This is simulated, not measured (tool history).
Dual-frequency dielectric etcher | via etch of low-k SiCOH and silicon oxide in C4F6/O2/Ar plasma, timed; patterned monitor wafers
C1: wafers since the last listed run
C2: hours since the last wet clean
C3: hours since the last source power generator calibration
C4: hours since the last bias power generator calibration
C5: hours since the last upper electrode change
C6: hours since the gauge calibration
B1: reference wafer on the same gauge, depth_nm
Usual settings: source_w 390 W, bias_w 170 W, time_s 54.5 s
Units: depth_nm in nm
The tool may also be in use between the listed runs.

{"run": 1, "day": 0.0, "source_w": 470, "bias_w": 170, "time_s": 54.5, "C1": 0, "C2": 154.5, "C3": 2541.2, "C4": 3946.9, "C5": 1462.1, "C6": 946.8, "B1": 175.1, "depth_nm": 156.4}
{"run": 2, "day": 2.979, "source_w": 470, "bias_w": 170, "time_s": 54.5, "C1": 563, "C2": 226.0, "C3": 2612.7, "C4": 4018.4, "C5": 1533.6, "C6": 1018.3, "B1": 175.0, "depth_nm": 157.8}
{"day": 3.667, "done": "gauge calibrated"}
{"run": 3, "day": 4.988, "source_w": 470, "bias_w": 170, "time_s": 54.5, "C1": 379, "C2": 274.2, "C3": 2660.9, "C4": 4066.6, "C5": 1581.8, "C6": 31.7, "B1": 175.1, "depth_nm": 157.4}
{"run": 4, "day": 6.346, "source_w": 390, "bias_w": 170, "time_s": 63.5, "C1": 256, "C2": 306.8, "C3": 2693.5, "C4": 4099.2, "C5": 1614.4, "C6": 64.3, "B1": 175.0, "depth_nm": 176.6}
{"run": 5, "day": 7.746, "source_w": 390, "bias_w": 170, "time_s": 54.5, "C1": 264, "C2": 340.4, "C3": 2727.1, "C4": 4132.8, "C5": 1648.0, "C6": 97.9, "B1": 175.0, "depth_nm": 151.8}
{"day": 10.821, "done": "wet clean of the chamber"}
{"run": 6, "day": 10.842, "source_w": 390, "bias_w": 170, "time_s": 54.5, "C1": 396, "C2": 0.5, "C3": 2801.4, "C4": 4207.1, "C5": 1722.3, "C6": 172.2, "B1": 175.0, "depth_nm": 150.1}
{"run": 7, "day": 18.888, "source_w": 390, "bias_w": 170, "time_s": 54.5, "C1": 1520, "C2": 193.6, "C3": 2994.5, "C4": 4400.2, "C5": 1915.4, "C6": 365.3, "B1": 175.1, "depth_nm": 151.0}
{"day": 19.083, "done": "bias power generator calibrated"}
{"day": 21.283, "done": "source power generator calibrated"}
{"run": 8, "day": 21.375, "source_w": 390, "bias_w": 143, "time_s": 54.5, "C1": 407, "C2": 253.3, "C3": 2.2, "C4": 55.0, "C5": 1975.1, "C6": 425.0, "B1": 175.0, "depth_nm": 143.5}
{"run": 9, "day": 22.762, "source_w": 390, "bias_w": 143, "time_s": 54.5, "C1": 262, "C2": 286.6, "C3": 35.5, "C4": 88.3, "C5": 2008.4, "C6": 458.3, "B1": 175.1, "depth_nm": 144.2}
{"run": 10, "day": 24.55, "source_w": 390, "bias_w": 143, "time_s": 54.5, "C1": 337, "C2": 329.5, "C3": 78.4, "C4": 131.2, "C5": 2051.3, "C6": 501.2, "B1": 175.1, "depth_nm": 143.8}
{"day": 26.546, "done": "wet clean of the chamber"}
{"day": 26.571, "done": "upper electrode replaced"}
{"run": 11, "day": 26.592, "source_w": 390, "bias_w": 170, "time_s": 54.5, "C1": 191, "C2": 1.1, "C3": 127.4, "C4": 180.2, "C5": 0.5, "C6": 550.2, "B1": 175.0, "depth_nm": 149.8}
{"run": 12, "day": 28.983, "source_w": 390, "bias_w": 170, "time_s": 54.5, "C1": 452, "C2": 58.5, "C3": 184.8, "C4": 237.6, "C5": 57.9, "C6": 607.6, "B1": 175.0, "depth_nm": 150.1}
{"run": 13, "day": 30.704, "source_w": 350, "bias_w": 139, "time_s": 40.5, "C1": 325, "C2": 99.8, "C3": 226.1, "C4": 278.9, "C5": 99.2, "C6": 648.9, "B1": 175.1, "depth_nm": 102.8}
{"run": 14, "day": 32.846, "source_w": 300, "bias_w": 170, "time_s": 66.0, "C1": 404, "C2": 151.2, "C3": 277.5, "C4": 330.3, "C5": 150.6, "C6": 700.3, "B1": 175.1, "depth_nm": 174.2}
{"run": 15, "day": 35.488, "source_w": 330, "bias_w": 136, "time_s": 40.5, "C1": 499, "C2": 214.6, "C3": 340.9, "C4": 393.7, "C5": 214.0, "C6": 763.7, "B1": 174.9, "depth_nm": 101.5}
{"day": 36.204, "done": "gauge calibrated"}
{"run": 16, "day": 37.212, "source_w": 300, "bias_w": 170, "time_s": 54.5, "C1": 326, "C2": 256.0, "C3": 382.3, "C4": 435.1, "C5": 255.4, "C6": 24.2, "B1": 175.0, "depth_nm": 144.7}
{"day": 40.625, "done": "wet clean of the chamber"}
{"run": 17, "day": 40.646, "source_w": 420, "bias_w": 201, "time_s": 63.5, "C1": 459, "C2": 0.5, "C3": 464.7, "C4": 517.5, "C5": 337.8, "C6": 106.6, "B1": 175.0, "depth_nm": 186.9}
{"run": 18, "day": 42.479, "source_w": 480, "bias_w": 144, "time_s": 54.5, "C1": 346, "C2": 44.5, "C3": 508.7, "C4": 561.5, "C5": 381.8, "C6": 150.6, "B1": 174.9, "depth_nm": 148.3}
{"run": 19, "day": 43.6, "source_w": 390, "bias_w": 170, "time_s": 54.5, "C1": 211, "C2": 71.4, "C3": 535.6, "C4": 588.4, "C5": 408.7, "C6": 177.5, "B1": 174.8, "depth_nm": 150.6}
{"run": 20, "day": 44.871, "source_w": 340, "bias_w": 170, "time_s": 60.0, "C1": 240, "C2": 101.9, "C3": 566.1, "C4": 618.9, "C5": 439.2, "C6": 208.0, "B1": 175.0, "depth_nm": 160.9}
{"run": 21, "day": 46.25, "source_w": 430, "bias_w": 188, "time_s": 61.5, "C1": 260, "C2": 135.0, "C3": 599.2, "C4": 652.0, "C5": 472.3, "C6": 241.1, "B1": 175.0, "depth_nm": 179.1}
{"run": 22, "day": 47.692, "source_w": 390, "bias_w": 170, "time_s": 54.5, "C1": 272, "C2": 169.6, "C3": 633.8, "C4": 686.6, "C5": 506.9, "C6": 275.7, "B1": 175.0, "depth_nm": 150.8}
{"run": 23, "day": 49.012, "source_w": 390, "bias_w": 170, "time_s": 54.5, "C1": 249, "C2": 201.3, "C3": 665.5, "C4": 718.3, "C5": 538.6, "C6": 307.4, "B1": 175.0, "depth_nm": 151.0}
{"run": 24, "day": 51.1, "source_w": 320, "bias_w": 170, "time_s": 62.5, "C1": 394, "C2": 251.4, "C3": 715.6, "C4": 768.4, "C5": 588.7, "C6": 357.5, "B1": 175.1, "depth_nm": 167.5}
{"run": 25, "day": 53.808, "source_w": 430, "bias_w": 170, "time_s": 60.5, "C1": 511, "C2": 316.4, "C3": 780.6, "C4": 833.4, "C5": 653.7, "C6": 422.5, "B1": 175.0, "depth_nm": 172.1}

Forecast each of these 3 alternatives for the next run:
{"run": "A", "day": 53.825, "source_w": 390, "bias_w": 135, "time_s": 54.5, "C1": 3, "C2": 316.8, "C3": 781.0, "C4": 833.8, "C5": 654.1, "C6": 422.9, "B1": "?", "depth_nm": "?"}
{"run": "B", "day": 53.825, "source_w": 340, "bias_w": 170, "time_s": 47.0, "C1": 3, "C2": 316.8, "C3": 781.0, "C4": 833.8, "C5": 654.1, "C6": 422.9, "B1": "?", "depth_nm": "?"}
{"run": "C", "day": 53.825, "source_w": 390, "bias_w": 202, "time_s": 54.5, "C1": 3, "C2": 316.8, "C3": 781.0, "C4": 833.8, "C5": 654.1, "C6": 422.9, "B1": "?", "depth_nm": "?"}

run=A B1=175.0 depth_nm=141.4
run=B B1=175.0 depth_nm=127.8
run=C B1=175.0 depth_nm=161.0
Without the tool's hidden state the same runs would have given:
run=A depth_nm=139.3
run=B depth_nm=126.0
run=C depth_nm=158.7

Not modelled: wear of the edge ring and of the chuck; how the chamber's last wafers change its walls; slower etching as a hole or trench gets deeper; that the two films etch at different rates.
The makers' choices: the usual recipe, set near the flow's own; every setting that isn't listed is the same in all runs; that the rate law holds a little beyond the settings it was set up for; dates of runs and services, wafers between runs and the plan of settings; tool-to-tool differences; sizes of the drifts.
